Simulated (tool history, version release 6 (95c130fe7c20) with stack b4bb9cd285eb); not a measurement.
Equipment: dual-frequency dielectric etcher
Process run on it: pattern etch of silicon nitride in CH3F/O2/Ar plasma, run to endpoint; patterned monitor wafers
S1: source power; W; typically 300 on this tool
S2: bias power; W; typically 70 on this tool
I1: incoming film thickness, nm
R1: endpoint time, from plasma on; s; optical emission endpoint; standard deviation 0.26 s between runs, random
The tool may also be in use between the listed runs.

run 1 hour=0.0 | S1=270 S2=70 | I1=29.58 | R1=50.2
run 2 hour=19.8 | S1=270 S2=70 | I1=29.72 | R1=50.4
run 3 hour=35.5 | S1=270 S2=70 | I1=29.61 | R1=49.4
run 4 hour=81.7 | S1=300 S2=75 | I1=29.76 | R1=46.4
run 5 hour=98.3 | S1=300 S2=75 | I1=29.55 | R1=45.5
run 6 hour=129.8 | S1=300 S2=70 | I1=29.84 | R1=48.4
run 7 hour=142.0 | S1=300 S2=70 | I1=29.82 | R1=47.7
run 8 hour=155.3 | S1=300 S2=70 | I1=29.67 | R1=47.5
run 9 hour=171.2 | S1=300 S2=70 | I1=29.74 | R1=47.4
run 10 hour=201.5 | S1=300 S2=70 | I1=29.72 | R1=48.0
-- hour=263.9 wet clean of the chamber
run 11 hour=270.9 | S1=300 S2=70 | I1=29.99 | R1=49.9
run 12 hour=300.8 | S1=300 S2=76 | I1=29.78 | R1=47.4
run 13 hour=334.3 | S1=300 S2=76 | I1=29.91 | R1=47.5
run 14 hour=352.2 | S1=270 S2=76 | I1=29.68 | R1=49.1
run 15 hour=370.5 | S1=270 S2=76 | I1=29.47 | R1=49.1
run 16 hour=397.1 | S1=270 S2=76 | I1=29.77 | R1=48.6
run 17 hour=411.6 | S1=300 S2=70 | I1=29.74 | R1=48.9
run 18 hour=430.0 | S1=330 S2=70 | I1=29.72 | R1=46.9
-- hour=454.4 bias power generator calibrated
run 19 hour=455.7 | S1=300 S2=70 | I1=29.96 | R1=49.3
run 20 hour=488.3 | S1=240 S2=80 | I1=29.90 | R1=50.1
run 21 hour=507.2 | S1=300 S2=70 | I1=30.07 | R1=49.1
run 22 hour=538.4 | S1=360 S2=58 | I1=29.27 | R1=48.7
-- hour=568.0 upper electrode replaced
run 23 hour=569.5 | S1=270 S2=76 | I1=29.58 | R1=47.4
run 24 hour=601.0 | S1=300 S2=70 | I1=29.93 | R1=48.0
run 25 hour=618.7 | S1=300 S2=70 | I1=29.57 | R1=48.1
run 26 hour=635.1 | S1=250 S2=70 | I1=29.88 | R1=51.9
run 27 hour=658.2 | S1=330 S2=75 | I1=29.75 | R1=43.9
-- hour=664.4 source power generator calibrated
run 28 hour=676.2 | S1=300 S2=53 | I1=29.67 | R1=55.6
run 29 hour=705.6 | S1=320 S2=82 | I1=29.99 | R1=42.9
run 30 hour=739.4 | S1=330 S2=81 | I1=29.94 | R1=42.6
run 31 hour=770.3 | S1=250 S2=64 | I1=29.43 | R1=53.3
-- hour=803.8 wet clean of the chamber
run 32 hour=804.3 | S1=270 S2=86 | I1=29.73 | R1=47.0
run 33 hour=820.4 | S1=300 S2=64 | I1=29.95 | R1=52.3
run 34 hour=845.4 | S1=350 S2=59 | I1=29.48 | R1=50.8

Run-by-run hidden state of the tool:
source power that arrives over what is set, %: 0 at every run
bias power that arrives over what is set, %: 0 at every run
H1: etch rate over this chamber's usual, %
run=1 H1=3.03
run=2 H1=3.2
run=3 H1=3.34
run=4 H1=3.75
run=5 H1=3.9
run=6 H1=4.18
run=7 H1=4.28
run=8 H1=4.4
run=9 H1=4.54
run=10 H1=4.81
run=11 H1=0.565
run=12 H1=0.83
run=13 H1=1.13
run=14 H1=1.29
run=15 H1=1.45
run=16 H1=1.68
run=17 H1=1.81
run=18 H1=1.97
run=19 H1=2.2
run=20 H1=2.49
run=21 H1=2.66
run=22 H1=2.93
run=23 H1=3.21
run=24 H1=3.49
run=25 H1=3.65
run=26 H1=3.79
run=27 H1=4
run=28 H1=4.16
run=29 H1=4.42
run=30 H1=4.72
run=31 H1=4.99
run=32 H1=-0.0354
run=33 H1=0.107
run=34 H1=0.329
